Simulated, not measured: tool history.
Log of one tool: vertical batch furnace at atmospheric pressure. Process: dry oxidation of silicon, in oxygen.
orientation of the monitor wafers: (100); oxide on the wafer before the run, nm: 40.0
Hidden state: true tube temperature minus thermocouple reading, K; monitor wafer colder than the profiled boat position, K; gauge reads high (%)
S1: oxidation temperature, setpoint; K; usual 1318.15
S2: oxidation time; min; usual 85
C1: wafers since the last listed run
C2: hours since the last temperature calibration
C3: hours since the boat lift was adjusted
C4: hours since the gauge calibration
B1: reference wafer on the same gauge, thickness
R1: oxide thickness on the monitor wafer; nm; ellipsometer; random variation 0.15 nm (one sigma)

run	day	S1	S2	C1	C2	C3	C4	B1	R1
1	0	1318.15	85	0	4533.9	3341.3	159.3	107.18	103.11
2	1.108	1318.15	85	278	4560.5	3367.9	185.9	107.18	102.74
3	2.512	1318.15	85	352	4594.2	3401.6	219.6	107.2	103.1
4	3.321	1318.15	85	202	4613.6	3421	239	107.29	102.99
5	4.717	1318.15	85	350	4647.1	3454.5	272.5	107.3	103.1
6	5.983	1327.15	85	318	4677.5	3484.9	302.9	107.47	109.21
7	7.179	1327.15	85	300	4706.2	3513.6	331.6	107.48	109.05
8	8.55	1327.15	85	344	4739.1	3546.5	364.5	107.5	109.35
# day 8.917: gauge calibrated
9	9.379	1318.15	85	208	4759	3566.4	11.1	106.98	102.7
10	10.4	1318.15	85	256	4783.5	3590.9	35.6	107.02	102.45
# day 12.083: boat lift adjusted
# day 12.983: thermocouples replaced and temperature profile calibrated
11	13.004	1327.15	85	176	0.5	22.1	98.1	107.05	108.67
12	13.208	1329.15	50.5	51	5.4	27	103	107.01	84.46
13	13.412	1342.15	85	51	10.3	31.9	107.9	107.03	119.55
14	14.042	1338.15	112.5	157	25.4	47	123	107.04	136.02
15	15.821	1318.15	85	446	68.1	89.7	165.7	107.09	103.21
16	17.067	1328.15	100	312	98	119.6	195.6	107.1	119.65
17	17.967	1327.15	46.5	225	119.6	141.2	217.2	107.08	80.73
18	18.867	1296.15	71.5	225	141.2	162.8	238.8	107.19	82.66

4 ways to go on from here, each from the tool as it stands after run 18. What would each give?
A	19.075	1318.15	106.5	52	146.2	167.8	243.8	?	?
B	19.075	1334.15	68.5	52	146.2	167.8	243.8	?	?
C	19.075	1337.15	110	52	146.2	167.8	243.8	?	?
D	19.075	1343.15	85	52	146.2	167.8	243.8	?	?

run	B1	R1
A	107.2	116.3
B	107.2	101.8
C	107.2	133.7
D	107.2	120.55
Without the tool's hidden state the same runs would have given:
run	R1
A	116.09
B	101.62
C	133.45
D	120.33

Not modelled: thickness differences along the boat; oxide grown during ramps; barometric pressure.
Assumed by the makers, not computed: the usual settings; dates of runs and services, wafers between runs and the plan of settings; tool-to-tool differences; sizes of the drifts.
